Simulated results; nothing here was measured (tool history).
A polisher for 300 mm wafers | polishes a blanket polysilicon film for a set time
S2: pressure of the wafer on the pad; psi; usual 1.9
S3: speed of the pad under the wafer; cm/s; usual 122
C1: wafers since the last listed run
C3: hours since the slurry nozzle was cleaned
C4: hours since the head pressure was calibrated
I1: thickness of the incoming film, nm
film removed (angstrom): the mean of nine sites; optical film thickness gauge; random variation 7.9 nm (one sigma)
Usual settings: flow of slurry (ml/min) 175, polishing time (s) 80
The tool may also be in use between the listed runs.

run 1 hour=0 | flow_of_slurry_(ml/min)=175 S2=2.4 S3=122 polishing_time_(s)=80 | C1=0 wafers_polished_on_this_pad=487 C3=182.9 C4=854.2 | I1=1920.9 | film_removed_(angstrom)=6948
run 2 hour=18 | flow_of_slurry_(ml/min)=175 S2=2.4 S3=122 polishing_time_(s)=80 | C1=96 wafers_polished_on_this_pad=584 C3=200.9 C4=872.2 | I1=1926.5 | film_removed_(angstrom)=6870
run 3 hour=42.6 | flow_of_slurry_(ml/min)=195 S2=1.9 S3=122 polishing_time_(s)=80 | C1=132 wafers_polished_on_this_pad=716 C3=225.5 C4=896.8 | I1=1897.5 | film_removed_(angstrom)=5482
run 4 hour=61.4 | flow_of_slurry_(ml/min)=195 S2=1.9 S3=122 polishing_time_(s)=80 | C1=100 wafers_polished_on_this_pad=817 C3=244.3 C4=915.6 | I1=1902.5 | film_removed_(angstrom)=5552
run 5 hour=74.5 | flow_of_slurry_(ml/min)=175 S2=1.9 S3=122 polishing_time_(s)=95 | C1=70 wafers_polished_on_this_pad=887 C3=257.4 C4=928.7 | I1=1922.7 | film_removed_(angstrom)=6380
-- hour=82.4 worn pad replaced by a new one
run 6 hour=109 | flow_of_slurry_(ml/min)=175 S2=1.9 S3=122 polishing_time_(s)=95 | C1=163 wafers_polished_on_this_pad=143 C3=291.9 C4=963.2 | I1=1895.7 | film_removed_(angstrom)=6349
run 7 hour=134.3 | flow_of_slurry_(ml/min)=175 S2=2.4 S3=122 polishing_time_(s)=102 | C1=135 wafers_polished_on_this_pad=278 C3=317.2 C4=988.5 | I1=1893.3 | film_removed_(angstrom)=8639
run 8 hour=153.5 | flow_of_slurry_(ml/min)=175 S2=2.4 S3=122 polishing_time_(s)=102 | C1=103 wafers_polished_on_this_pad=381 C3=336.4 C4=1007.7 | I1=1928 | film_removed_(angstrom)=8731
run 9 hour=183.1 | flow_of_slurry_(ml/min)=190 S2=1.9 S3=122 polishing_time_(s)=80 | C1=158 wafers_polished_on_this_pad=540 C3=366 C4=1037.3 | I1=1934.1 | film_removed_(angstrom)=5470
run 10 hour=211.1 | flow_of_slurry_(ml/min)=205 S2=1.9 S3=122 polishing_time_(s)=88 | C1=150 wafers_polished_on_this_pad=691 C3=394 C4=1065.3 | I1=1918 | film_removed_(angstrom)=6166
run 11 hour=230.3 | flow_of_slurry_(ml/min)=175 S2=1.9 S3=90 polishing_time_(s)=80 | C1=103 wafers_polished_on_this_pad=794 C3=413.2 C4=1084.5 | I1=1877.2 | film_removed_(angstrom)=4064
run 12 hour=244 | flow_of_slurry_(ml/min)=125 S2=1.9 S3=104 polishing_time_(s)=80 | C1=73 wafers_polished_on_this_pad=867 C3=426.9 C4=1098.2 | I1=1930.3 | film_removed_(angstrom)=4180
-- hour=257.2 head pressure recalibrated
-- hour=279.4 worn pad replaced by a new one
run 13 hour=347.3 | flow_of_slurry_(ml/min)=175 S2=1.9 S3=122 polishing_time_(s)=80 | C1=522 wafers_polished_on_this_pad=364 C3=530.2 C4=90.1 | I1=1931 | film_removed_(angstrom)=4743
run 14 hour=375.3 | flow_of_slurry_(ml/min)=175 S2=1.9 S3=110 polishing_time_(s)=80 | C1=150 wafers_polished_on_this_pad=514 C3=558.2 C4=118.1 | I1=1926.8 | film_removed_(angstrom)=4345
-- hour=408.5 slurry nozzle cleaned
run 15 hour=440.3 | flow_of_slurry_(ml/min)=175 S2=1.4 S3=86 polishing_time_(s)=53 | C1=343 wafers_polished_on_this_pad=858 C3=31.8 C4=183.1 | I1=1917.1 | film_removed_(angstrom)=1757
-- hour=470.9 worn pad replaced by a new one
run 16 hour=488.3 | flow_of_slurry_(ml/min)=230 S2=1.6 S3=154 polishing_time_(s)=72 | C1=236 wafers_polished_on_this_pad=93 C3=79.8 C4=231.1 | I1=1872 | film_removed_(angstrom)=5008
run 17 hour=522 | flow_of_slurry_(ml/min)=130 S2=2.2 S3=122 polishing_time_(s)=80 | C1=180 wafers_polished_on_this_pad=274 C3=113.5 C4=264.8 | I1=1934.8 | film_removed_(angstrom)=5619
run 18 hour=537.8 | flow_of_slurry_(ml/min)=175 S2=1.9 S3=122 polishing_time_(s)=80 | C1=84 wafers_polished_on_this_pad=359 C3=129.3 C4=280.6 | I1=1905.3 | film_removed_(angstrom)=5161
run 19 hour=564.2 | flow_of_slurry_(ml/min)=230 S2=1.9 S3=110 polishing_time_(s)=103 | C1=141 wafers_polished_on_this_pad=500 C3=155.7 C4=307 | I1=1900.2 | film_removed_(angstrom)=6143

3 ways to go on from here, each from the tool as it stands after run 19. What would each give?
run A hour=564.7 | flow_of_slurry_(ml/min)=175 S2=1.9 S3=122 polishing_time_(s)=80 | C1=2 wafers_polished_on_this_pad=503 C3=156.2 C4=307.5 | I1=1891.8 | film_removed_(angstrom)=?
run B hour=564.7 | flow_of_slurry_(ml/min)=175 S2=1.9 S3=122 polishing_time_(s)=105 | C1=2 wafers_polished_on_this_pad=503 C3=156.2 C4=307.5 | I1=1891.8 | film_removed_(angstrom)=?
run C hour=564.7 | flow_of_slurry_(ml/min)=215 S2=1.9 S3=144 polishing_time_(s)=80 | C1=2 wafers_polished_on_this_pad=503 C3=156.2 C4=307.5 | I1=1891.8 | film_removed_(angstrom)=?

run=A film_removed_(angstrom)=4961
run=B film_removed_(angstrom)=6512
run=C film_removed_(angstrom)=6046
Without the tool's hidden state the same runs would have given:
run=A film_removed_(angstrom)=5146
run=B film_removed_(angstrom)=6754
run=C film_removed_(angstrom)=6228

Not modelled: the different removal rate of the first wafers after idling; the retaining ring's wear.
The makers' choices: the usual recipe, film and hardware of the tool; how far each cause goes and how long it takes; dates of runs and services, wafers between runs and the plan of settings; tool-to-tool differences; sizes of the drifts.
